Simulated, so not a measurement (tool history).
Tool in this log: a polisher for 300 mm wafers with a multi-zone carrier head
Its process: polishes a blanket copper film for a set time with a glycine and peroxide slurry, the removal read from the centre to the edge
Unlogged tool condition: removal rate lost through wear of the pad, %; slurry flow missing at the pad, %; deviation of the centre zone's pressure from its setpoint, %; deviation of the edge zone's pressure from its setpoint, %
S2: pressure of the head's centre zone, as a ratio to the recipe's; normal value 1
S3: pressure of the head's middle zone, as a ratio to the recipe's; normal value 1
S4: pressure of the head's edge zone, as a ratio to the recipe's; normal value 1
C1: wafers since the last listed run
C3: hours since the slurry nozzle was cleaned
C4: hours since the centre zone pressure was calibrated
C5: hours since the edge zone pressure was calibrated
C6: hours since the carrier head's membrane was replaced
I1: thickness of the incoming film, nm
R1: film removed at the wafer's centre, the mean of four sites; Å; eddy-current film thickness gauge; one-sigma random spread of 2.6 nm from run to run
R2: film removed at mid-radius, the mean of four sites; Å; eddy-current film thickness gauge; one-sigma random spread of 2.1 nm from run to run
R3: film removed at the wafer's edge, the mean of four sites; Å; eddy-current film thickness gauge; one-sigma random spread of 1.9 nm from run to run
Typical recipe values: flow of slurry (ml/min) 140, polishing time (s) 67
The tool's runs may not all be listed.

{"run": 1, "hour": 0.0, "flow of slurry (ml/min)": 140, "S2": 1, "S3": 0.91, "S4": 1, "polishing time (s)": 67, "C1": 0, "wafers polished on this pad": 1017, "C3": 434.8, "C4": 889.9, "C5": 930.8, "C6": 1321.5, "I1": 2021.5, "R1": 2940, "R2": 2735, "R3": 2927}
{"hour": 4.7, "done": "worn pad replaced by a new one"}
{"run": 2, "hour": 25.0, "flow of slurry (ml/min)": 140, "S2": 1, "S3": 0.91, "S4": 1, "polishing time (s)": 67, "C1": 213, "wafers polished on this pad": 206, "C3": 459.8, "C4": 914.9, "C5": 955.8, "C6": 1346.5, "I1": 2017.8, "R1": 3014, "R2": 2881, "R3": 3056}
{"run": 3, "hour": 56.6, "flow of slurry (ml/min)": 140, "S2": 1, "S3": 1, "S4": 1, "polishing time (s)": 67, "C1": 321, "wafers polished on this pad": 528, "C3": 491.4, "C4": 946.5, "C5": 987.4, "C6": 1378.1, "I1": 1976.5, "R1": 3013, "R2": 3003, "R3": 3025}
{"run": 4, "hour": 79.6, "flow of slurry (ml/min)": 140, "S2": 1, "S3": 1, "S4": 1, "polishing time (s)": 67, "C1": 234, "wafers polished on this pad": 762, "C3": 514.4, "C4": 969.5, "C5": 1010.4, "C6": 1401.1, "I1": 1981.1, "R1": 2992, "R2": 2970, "R3": 3019}
{"run": 5, "hour": 112.1, "flow of slurry (ml/min)": 140, "S2": 1, "S3": 1, "S4": 1, "polishing time (s)": 83, "C1": 330, "wafers polished on this pad": 1093, "C3": 546.9, "C4": 1002, "C5": 1042.9, "C6": 1433.6, "I1": 1992.3, "R1": 3629, "R2": 3662, "R3": 3599}
{"hour": 119.0, "done": "worn pad replaced by a new one"}
{"run": 6, "hour": 139.8, "flow of slurry (ml/min)": 140, "S2": 1, "S3": 1, "S4": 1, "polishing time (s)": 83, "C1": 241, "wafers polished on this pad": 211, "C3": 574.6, "C4": 1029.7, "C5": 1070.6, "C6": 1461.3, "I1": 1994.5, "R1": 3715, "R2": 3792, "R3": 3735}
{"hour": 149.8, "done": "carrier head's membrane replaced by a new one"}
{"run": 7, "hour": 165.2, "flow of slurry (ml/min)": 140, "S2": 1, "S3": 1, "S4": 1, "polishing time (s)": 83, "C1": 207, "wafers polished on this pad": 418, "C3": 600, "C4": 1055.1, "C5": 1096, "C6": 15.4, "I1": 2030.8, "R1": 3770, "R2": 3782, "R3": 3747}
{"run": 8, "hour": 194.9, "flow of slurry (ml/min)": 140, "S2": 1, "S3": 1, "S4": 1, "polishing time (s)": 80, "C1": 302, "wafers polished on this pad": 720, "C3": 629.7, "C4": 1084.8, "C5": 1125.7, "C6": 45.1, "I1": 2003.8, "R1": 3548, "R2": 3534, "R3": 3524}
{"run": 9, "hour": 207.4, "flow of slurry (ml/min)": 140, "S2": 1, "S3": 1, "S4": 1, "polishing time (s)": 80, "C1": 127, "wafers polished on this pad": 848, "C3": 642.2, "C4": 1097.3, "C5": 1138.2, "C6": 57.6, "I1": 1989.6, "R1": 3508, "R2": 3543, "R3": 3556}
{"hour": 213.0, "done": "slurry nozzle cleaned"}
{"run": 10, "hour": 237.0, "flow of slurry (ml/min)": 140, "S2": 1, "S3": 1, "S4": 1, "polishing time (s)": 80, "C1": 290, "wafers polished on this pad": 1139, "C3": 24, "C4": 1126.9, "C5": 1167.8, "C6": 87.2, "I1": 2003.4, "R1": 3489, "R2": 3441, "R3": 3418}
{"hour": 241.8, "done": "worn pad replaced by a new one"}
{"run": 11, "hour": 252.1, "flow of slurry (ml/min)": 140, "S2": 1, "S3": 1, "S4": 1, "polishing time (s)": 67, "C1": 112, "wafers polished on this pad": 104, "C3": 39.1, "C4": 1142, "C5": 1182.9, "C6": 102.3, "I1": 1999.2, "R1": 3058, "R2": 3042, "R3": 3050}
{"hour": 256.2, "done": "edge zone pressure recalibrated"}
{"run": 12, "hour": 269.3, "flow of slurry (ml/min)": 160, "S2": 1.03, "S3": 1, "S4": 1, "polishing time (s)": 67, "C1": 154, "wafers polished on this pad": 259, "C3": 56.3, "C4": 1159.2, "C5": 13.1, "C6": 119.5, "I1": 2001.7, "R1": 3176, "R2": 3067, "R3": 3060}
{"run": 13, "hour": 303.2, "flow of slurry (ml/min)": 125, "S2": 1, "S3": 1, "S4": 1.07, "polishing time (s)": 67, "C1": 344, "wafers polished on this pad": 604, "C3": 90.2, "C4": 1193.1, "C5": 47, "C6": 153.4, "I1": 2006.7, "R1": 2940, "R2": 2951, "R3": 3087}
{"run": 14, "hour": 328.6, "flow of slurry (ml/min)": 140, "S2": 1.05, "S3": 0.94, "S4": 1, "polishing time (s)": 67, "C1": 258, "wafers polished on this pad": 862, "C3": 115.6, "C4": 1218.5, "C5": 72.4, "C6": 178.8, "I1": 2005.4, "R1": 3104, "R2": 2847, "R3": 2987}
{"run": 15, "hour": 343.2, "flow of slurry (ml/min)": 95, "S2": 1, "S3": 0.9, "S4": 1, "polishing time (s)": 67, "C1": 148, "wafers polished on this pad": 1011, "C3": 130.2, "C4": 1233.1, "C5": 87, "C6": 193.4, "I1": 1996.3, "R1": 2775, "R2": 2582, "R3": 2825}
{"hour": 347.8, "done": "worn pad replaced by a new one"}
{"hour": 354.7, "done": "centre zone pressure recalibrated"}
{"run": 16, "hour": 375.7, "flow of slurry (ml/min)": 140, "S2": 1, "S3": 1, "S4": 1, "polishing time (s)": 90, "C1": 269, "wafers polished on this pad": 263, "C3": 162.7, "C4": 21, "C5": 119.5, "C6": 225.9, "I1": 2013.9, "R1": 4062, "R2": 4114, "R3": 4104}
{"run": 17, "hour": 395.1, "flow of slurry (ml/min)": 140, "S2": 1, "S3": 1, "S4": 1, "polishing time (s)": 78, "C1": 197, "wafers polished on this pad": 461, "C3": 182.1, "C4": 40.4, "C5": 138.9, "C6": 245.3, "I1": 1986, "R1": 3519, "R2": 3506, "R3": 3513}
{"run": 18, "hour": 408.5, "flow of slurry (ml/min)": 140, "S2": 1, "S3": 1, "S4": 1, "polishing time (s)": 67, "C1": 136, "wafers polished on this pad": 597, "C3": 195.5, "C4": 53.8, "C5": 152.3, "C6": 258.7, "I1": 1996.9, "R1": 2981, "R2": 2993, "R3": 3021}
{"run": 19, "hour": 433.9, "flow of slurry (ml/min)": 105, "S2": 1.1, "S3": 1.04, "S4": 1, "polishing time (s)": 84, "C1": 258, "wafers polished on this pad": 855, "C3": 220.9, "C4": 79.2, "C5": 177.7, "C6": 284.1, "I1": 1982.5, "R1": 3831, "R2": 3626, "R3": 3631}
{"hour": 449.4, "done": "worn pad replaced by a new one"}
{"run": 20, "hour": 460.2, "flow of slurry (ml/min)": 140, "S2": 1, "S3": 1, "S4": 0.91, "polishing time (s)": 89, "C1": 226, "wafers polished on this pad": 110, "C3": 247.2, "C4": 105.5, "C5": 204, "C6": 310.4, "I1": 2011.3, "R1": 4062, "R2": 4065, "R3": 3848}
{"run": 21, "hour": 475.7, "flow of slurry (ml/min)": 140, "S2": 1.1, "S3": 1.08, "S4": 1, "polishing time (s)": 67, "C1": 157, "wafers polished on this pad": 267, "C3": 262.7, "C4": 121, "C5": 219.5, "C6": 325.9, "I1": 2010.5, "R1": 3249, "R2": 3187, "R3": 3062}
{"run": 22, "hour": 490.9, "flow of slurry (ml/min)": 140, "S2": 1, "S3": 1, "S4": 1, "polishing time (s)": 67, "C1": 154, "wafers polished on this pad": 422, "C3": 277.9, "C4": 136.2, "C5": 234.7, "C6": 341.1, "I1": 1985.7, "R1": 3026, "R2": 2998, "R3": 3055}

What if the next run were any one of these 4? Each begins from the tool's condition after run 22:
{"run": "A", "hour": 491.4, "flow of slurry (ml/min)": 140, "S2": 1, "S3": 1.08, "S4": 1, "polishing time (s)": 67, "C1": 5, "wafers polished on this pad": 427, "C3": 278.4, "C4": 136.7, "C5": 235.2, "C6": 341.6, "I1": 1999.8, "R1": "?", "R2": "?", "R3": "?"}
{"run": "B", "hour": 491.4, "flow of slurry (ml/min)": 155, "S2": 1, "S3": 0.9, "S4": 1, "polishing time (s)": 67, "C1": 5, "wafers polished on this pad": 427, "C3": 278.4, "C4": 136.7, "C5": 235.2, "C6": 341.6, "I1": 1999.8, "R1": "?", "R2": "?", "R3": "?"}
{"run": "C", "hour": 491.4, "flow of slurry (ml/min)": 185, "S2": 1.04, "S3": 1, "S4": 1.04, "polishing time (s)": 51, "C1": 5, "wafers polished on this pad": 427, "C3": 278.4, "C4": 136.7, "C5": 235.2, "C6": 341.6, "I1": 1999.8, "R1": "?", "R2": "?", "R3": "?"}
{"run": "D", "hour": 491.4, "flow of slurry (ml/min)": 140, "S2": 0.94, "S3": 1, "S4": 1, "polishing time (s)": 67, "C1": 5, "wafers polished on this pad": 427, "C3": 278.4, "C4": 136.7, "C5": 235.2, "C6": 341.6, "I1": 1999.8, "R1": "?", "R2": "?", "R3": "?"}

run=A R1=2984 R2=3199 R3=2988
run=B R1=3025 R2=2858 R3=3022
run=C R1=2438 R2=2388 R3=2379
run=D R1=2836 R2=3032 R3=2991
Without the tool's unlogged condition, the same runs would have read:
run=A R1=3011 R2=3228 R3=3015
run=B R1=3053 R2=2884 R3=3050
run=C R1=2461 R2=2410 R3=2401
run=D R1=2861 R2=3060 R3=3018
